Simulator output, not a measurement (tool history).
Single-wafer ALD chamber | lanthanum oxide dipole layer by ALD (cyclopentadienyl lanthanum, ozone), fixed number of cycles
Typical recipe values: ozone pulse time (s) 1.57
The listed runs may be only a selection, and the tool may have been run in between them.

run,day,ozone pulse time (s),"read-back reference wafer on the same gauge, thickness_nm",mean film thickness on the monitor wafer (Å)
1,0,1.57,0.606,5.57
2,2.742,1.57,0.606,5.66
3,3.917,1.24,0.606,5.19
4,5.083,1.24,0.606,5.15
5,7.138,1.24,0.605,5.12
6,9.854,1.7,0.607,5.68
7,11.046,1.57,0.605,5.56
8,12.233,1.57,0.606,5.54
9,14.392,1.57,0.606,5.51
10,15.925,1.43,0.606,5.33
11,17.021,1.43,0.607,5.35
# day 17.9: gauge calibrated
12,18.158,1.57,0.605,5.44
13,20.933,1.57,0.607,5.39
# day 23.712: ozone generator serviced
14,23.921,1.89,0.605,5.24
15,25.442,1.34,0.606,4.51
16,26.75,1.94,0.606,5.3
# day 28.067: thermocouple changed; heater temperature recalibrated
# day 28.588: showerhead replaced
17,29.608,1.74,0.606,5.05
18,31.7,1.15,0.606,4.04
# day 33.312: ozone generator serviced, repeated, since the last time left the tool worse
19,33.633,1.57,0.607,5.72
20,35.958,1.33,0.606,5.52
21,37.112,0.95,0.606,4.77
22,40.029,1.24,0.606,5.4

Some steps in mean film thickness on the monitor wafer (Å) between neighbouring runs. How much of each would the tool show without its hidden state too (settings, what came in, random variation), and how much is left for the hidden state, with any gauge scatter that isn't in both results?
The tool's hidden condition here consists of: wafer temperature above the value expected at the setpoint (K); ozone dose above that of a generator just serviced (%); gauge reads high (%).
Run 17 -> 18: ozone pulse time (s) 1.74 -> 1.15. mean film thickness on the monitor wafer (Å) -1.01: hidden state -0.52, all else -0.49.
Run 18 -> 19: ozone pulse time (s) 1.15 -> 1.57, ozone generator serviced, repeated, since the last time left the tool worse. mean film thickness on the monitor wafer (Å) +1.68: hidden state +1.24, all else +0.44.
